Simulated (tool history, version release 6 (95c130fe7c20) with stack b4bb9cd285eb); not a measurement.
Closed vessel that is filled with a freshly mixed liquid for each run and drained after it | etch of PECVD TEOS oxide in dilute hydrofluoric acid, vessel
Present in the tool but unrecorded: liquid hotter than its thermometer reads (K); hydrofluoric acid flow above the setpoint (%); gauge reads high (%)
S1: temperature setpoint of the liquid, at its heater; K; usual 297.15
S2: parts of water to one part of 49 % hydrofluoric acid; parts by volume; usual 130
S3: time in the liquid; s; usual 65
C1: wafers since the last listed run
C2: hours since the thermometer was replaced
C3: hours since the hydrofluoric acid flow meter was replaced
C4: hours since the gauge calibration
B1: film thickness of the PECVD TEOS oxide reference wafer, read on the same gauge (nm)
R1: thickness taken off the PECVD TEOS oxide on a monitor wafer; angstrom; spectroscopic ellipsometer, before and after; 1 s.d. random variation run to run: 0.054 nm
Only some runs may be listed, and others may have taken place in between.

Run 1, hour 0: usual settings; C1 0; C2 1638.4; C3 306.6; C4 953.8; B1 150.07. Result: R1 59.1 angstrom.
Run 2, hour 97.5: usual settings; C1 12361; C2 1735.9; C3 404.1; C4 1051.3; B1 149.98. Result: R1 57.5 angstrom.
Run 3, hour 191.8: usual settings; C1 11955; C2 1830.2; C3 498.4; C4 1145.6; B1 150. Result: R1 59.3 angstrom.
Run 4, hour 254.1: usual settings; C1 7898; C2 1892.5; C3 560.7; C4 1207.9; B1 150.01. Result: R1 58.6 angstrom.
Run 5, hour 307.8: usual settings but S1 294.65 K, S3 45 s; C1 6808; C2 1946.2; C3 614.4; C4 1261.6; B1 149.96. Result: R1 37.3 angstrom.
Run 6, hour 399.7: usual settings but S1 294.65 K, S3 45 s; C1 11651; C2 2038.1; C3 706.3; C4 1353.5; B1 149.99. Result: R1 36.8 angstrom.
Run 7, hour 452: usual settings but S2 85 parts by volume; C1 6630; C2 2090.4; C3 758.6; C4 1405.8; B1 149.99. Result: R1 95.5 angstrom.
Run 8, hour 706.4: usual settings but S1 294.65 K, S3 85 s; C1 32253; C2 2344.8; C3 1013; C4 1660.2; B1 150.03. Result: R1 70.4 angstrom.
Run 9, hour 772.5: usual settings; C1 8380; C2 2410.9; C3 1079.1; C4 1726.3; B1 149.99. Result: R1 59.7 angstrom.
Run 10, hour 829.2: usual settings; C1 7188; C2 2467.6; C3 1135.8; C4 1783; B1 149.99. Result: R1 58.9 angstrom.
Run 11, hour 916.7: usual settings; C1 11093; C2 2555.1; C3 1223.3; C4 1870.5; B1 150. Result: R1 59.6 angstrom.
Run 12, hour 1006.1: usual settings; C1 11334; C2 2644.5; C3 1312.7; C4 1959.9; B1 150.01. Result: R1 59.3 angstrom.

Run 13 comes next. What will it give?
At hour 1008.4: gauge calibrated.
Run 13, hour 1053.7: usual settings; C1 6034; C2 2692.1; C3 1360.3; C4 45.3; B1 ?. Result: R1 ?.

B1: 149.94
R1: 59.8 angstrom
Were there no unlogged condition in the tool, this run, its random variation unchanged, would have produced R1 55.4 angstrom.
